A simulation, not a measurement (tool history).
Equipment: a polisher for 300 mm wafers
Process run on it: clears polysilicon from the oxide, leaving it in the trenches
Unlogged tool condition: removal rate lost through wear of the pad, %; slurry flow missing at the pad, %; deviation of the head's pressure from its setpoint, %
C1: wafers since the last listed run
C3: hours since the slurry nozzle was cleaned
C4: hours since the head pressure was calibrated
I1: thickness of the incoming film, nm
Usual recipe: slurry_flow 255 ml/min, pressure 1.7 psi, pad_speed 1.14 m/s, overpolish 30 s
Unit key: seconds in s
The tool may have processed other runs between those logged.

Run 1, hour 0.0: usual settings; C1 0; wafers polished on this pad 1485; C3 89.9; C4 616.6; I1 548.2. Result: seconds 46.3 s.
Run 2, hour 36.6: usual settings; C1 434; wafers polished on this pad 1920; C3 126.5; C4 653.2; I1 540.9. Result: seconds 46.5 s.
Run 3, hour 81.8: usual settings; C1 537; wafers polished on this pad 2457; C3 171.7; C4 698.4; I1 549.3. Result: seconds 48.2 s.
At hour 95.5: head pressure recalibrated.
Run 4, hour 138.3: usual settings; C1 647; wafers polished on this pad 3105; C3 228.2; C4 42.8; I1 552.2. Result: seconds 49.1 s.
Run 5, hour 162.8: usual settings; C1 291; wafers polished on this pad 3396; C3 252.7; C4 67.3; I1 556.9. Result: seconds 49.7 s.
Run 6, hour 186.8: usual settings; C1 285; wafers polished on this pad 3681; C3 276.7; C4 91.3; I1 550.6. Result: seconds 47.9 s.
Run 7, hour 239.0: usual settings but slurry_flow 295 ml/min; C1 620; wafers polished on this pad 4302; C3 328.9; C4 143.5; I1 554.9. Result: seconds 50.8 s.
At hour 284.8: slurry nozzle cleaned.
Run 8, hour 285.9: usual settings but slurry_flow 295 ml/min; C1 545; wafers polished on this pad 4847; C3 1.1; C4 190.4; I1 550.2. Result: seconds 51.0 s.
At hour 319.2: worn pad replaced by a new one.
Run 9, hour 351.4: usual settings but slurry_flow 295 ml/min; C1 730; wafers polished on this pad 383; C3 66.6; C4 255.9; I1 560.4. Result: seconds 45.9 s.
Run 10, hour 413.9: usual settings but slurry_flow 280 ml/min; C1 742; wafers polished on this pad 1126; C3 129.1; C4 318.4; I1 546.9. Result: seconds 44.1 s.
Run 11, hour 459.0: usual settings; C1 536; wafers polished on this pad 1662; C3 174.2; C4 363.5; I1 558.5. Result: seconds 47.1 s.
Run 12, hour 529.1: usual settings; C1 833; wafers polished on this pad 2495; C3 244.3; C4 433.6; I1 538.0. Result: seconds 45.6 s.
Run 13, hour 566.7: usual settings but pressure 2.1 psi; C1 446; wafers polished on this pad 2942; C3 281.9; C4 471.2; I1 551.8. Result: seconds 38.8 s.
Run 14, hour 635.1: usual settings; C1 812; wafers polished on this pad 3754; C3 350.3; C4 539.6; I1 549.4. Result: seconds 48.5 s.
At hour 675.3: worn pad replaced by a new one.
Run 15, hour 675.8: usual settings but overpolish 40 s; C1 436; wafers polished on this pad 6; C3 391.0; C4 580.3; I1 540.3. Result: seconds 46.9 s.
At hour 720.4: slurry nozzle cleaned.
Run 16, hour 732.9: usual settings but overpolish 23 s; C1 666; wafers polished on this pad 673; C3 12.5; C4 637.4; I1 538.2. Result: seconds 45.6 s.
Run 17, hour 779.2: usual settings but slurry_flow 335 ml/min, pressure 2.3 psi, overpolish 21 s; C1 550; wafers polished on this pad 1223; C3 58.8; C4 683.7; I1 553.9. Result: seconds 33.3 s.
At hour 799.7: head pressure recalibrated.
Run 18, hour 842.2: usual settings but pad_speed 1.24 m/s; C1 724; wafers polished on this pad 1948; C3 121.8; C4 42.5; I1 554.1. Result: seconds 44.4 s.
Run 19, hour 904.1: usual settings but slurry_flow 180 ml/min; C1 735; wafers polished on this pad 2683; C3 183.7; C4 104.4; I1 548.9. Result: seconds 50.7 s.
Run 20, hour 973.7: usual settings; C1 827; wafers polished on this pad 3511; C3 253.3; C4 174.0; I1 548.3. Result: seconds 48.4 s.
Run 21, hour 1020.3: usual settings; C1 553; wafers polished on this pad 4064; C3 299.9; C4 220.6; I1 558.4. Result: seconds 48.8 s.
Run 22, hour 1052.1: usual settings but pad_speed 0.90 m/s, overpolish 24 s; C1 377; wafers polished on this pad 4442; C3 331.7; C4 252.4; I1 543.4. Result: seconds 57.0 s.
At hour 1069.4: worn pad replaced by a new one, of another model than before.
Run 23, hour 1118.2: usual settings but slurry_flow 335 ml/min, pad_speed 1.42 m/s; C1 738; wafers polished on this pad 579; C3 397.8; C4 318.5; I1 553.5. Result: seconds 36.0 s.
At hour 1141.8: slurry nozzle cleaned.
Run 24, hour 1148.4: usual settings; C1 347; wafers polished on this pad 926; C3 6.6; C4 348.7; I1 540.3. Result: seconds 43.7 s.
Run 25, hour 1210.0: usual settings but slurry_flow 300 ml/min, overpolish 24 s; C1 732; wafers polished on this pad 1658; C3 68.2; C4 410.3; I1 549.3. Result: seconds 43.6 s.
Run 26, hour 1248.0: usual settings but overpolish 46 s; C1 451; wafers polished on this pad 2110; C3 106.2; C4 448.3; I1 543.5. Result: seconds 45.7 s.
Run 27, hour 1403.8: usual settings but slurry_flow 190 ml/min, pressure 1.2 psi, pad_speed 1.26 m/s, overpolish 14 s; C1 1851; wafers polished on this pad 3962; C3 262.0; C4 604.1; I1 538.6. Result: seconds 59.2 s.
Run 28, hour 1465.7: usual settings but slurry_flow 280 ml/min, pad_speed 0.84 m/s, overpolish 24 s; C1 735; wafers polished on this pad 4697; C3 323.9; C4 666.0; I1 547.0. Result: seconds 67.4 s.
At hour 1506.7: head pressure recalibrated.
Run 29, hour 1527.6: usual settings; C1 711; wafers polished on this pad 5409; C3 385.8; C4 20.9; I1 551.6. Result: seconds 53.7 s.
At hour 1538.3: worn pad replaced by a new one.
Run 30, hour 1585.8: usual settings but slurry_flow 205 ml/min, overpolish 36 s; C1 644; wafers polished on this pad 564; C3 444.0; C4 79.1; I1 548.0. Result: seconds 46.6 s.
At hour 1605.2: slurry nozzle cleaned.
Run 31, hour 1657.1: usual settings but pressure 1.4 psi, pad_speed 1.48 m/s, overpolish 22 s; C1 835; wafers polished on this pad 1400; C3 51.9; C4 150.4; I1 549.6. Result: seconds 42.4 s.
Run 32, hour 1774.0: usual settings but slurry_flow 330 ml/min, pad_speed 0.84 m/s, overpolish 25 s; C1 1389; wafers polished on this pad 2789; C3 168.8; C4 267.3; I1 548.8. Result: seconds 61.3 s.
Run 33, hour 1805.7: usual settings but slurry_flow 300 ml/min, pressure 1.9 psi, pad_speed 0.78 m/s, overpolish 43 s; C1 376; wafers polished on this pad 3166; C3 200.5; C4 299.0; I1 549.9. Result: seconds 63.2 s.
Run 34, hour 1841.4: usual settings but slurry_flow 285 ml/min, pressure 1.5 psi, pad_speed 1.28 m/s, overpolish 22 s; C1 424; wafers polished on this pad 3590; C3 236.2; C4 334.7; I1 550.6. Result: seconds 45.8 s.

Alternative continuations, all from the tool just after run 34; predict every row:
Run A, hour 1841.8: usual settings but pad_speed 0.82 m/s; C1 4; wafers polished on this pad 3595; C3 236.6; C4 335.1; I1 550.1. Result: seconds ?.
Run B, hour 1841.8: usual settings but pad_speed 0.84 m/s, overpolish 22 s; C1 4; wafers polished on this pad 3595; C3 236.6; C4 335.1; I1 550.1. Result: seconds ?.
Run C, hour 1841.8: usual settings but slurry_flow 200 ml/min, overpolish 14 s; C1 4; wafers polished on this pad 3595; C3 236.6; C4 335.1; I1 550.1. Result: seconds ?.
Run D, hour 1841.8: usual settings but pressure 1.9 psi, pad_speed 0.78 m/s; C1 4; wafers polished on this pad 3595; C3 236.6; C4 335.1; I1 550.1. Result: seconds ?.

run  seconds
  A     65.8
  B     64.3
  C     48.3
  D     63.4
The same runs, with their run-to-run variation unchanged, on a tool lacking any hidden condition would have given:
run  seconds
  A     61.3
  B     59.9
  C     45.0
  D     59.1

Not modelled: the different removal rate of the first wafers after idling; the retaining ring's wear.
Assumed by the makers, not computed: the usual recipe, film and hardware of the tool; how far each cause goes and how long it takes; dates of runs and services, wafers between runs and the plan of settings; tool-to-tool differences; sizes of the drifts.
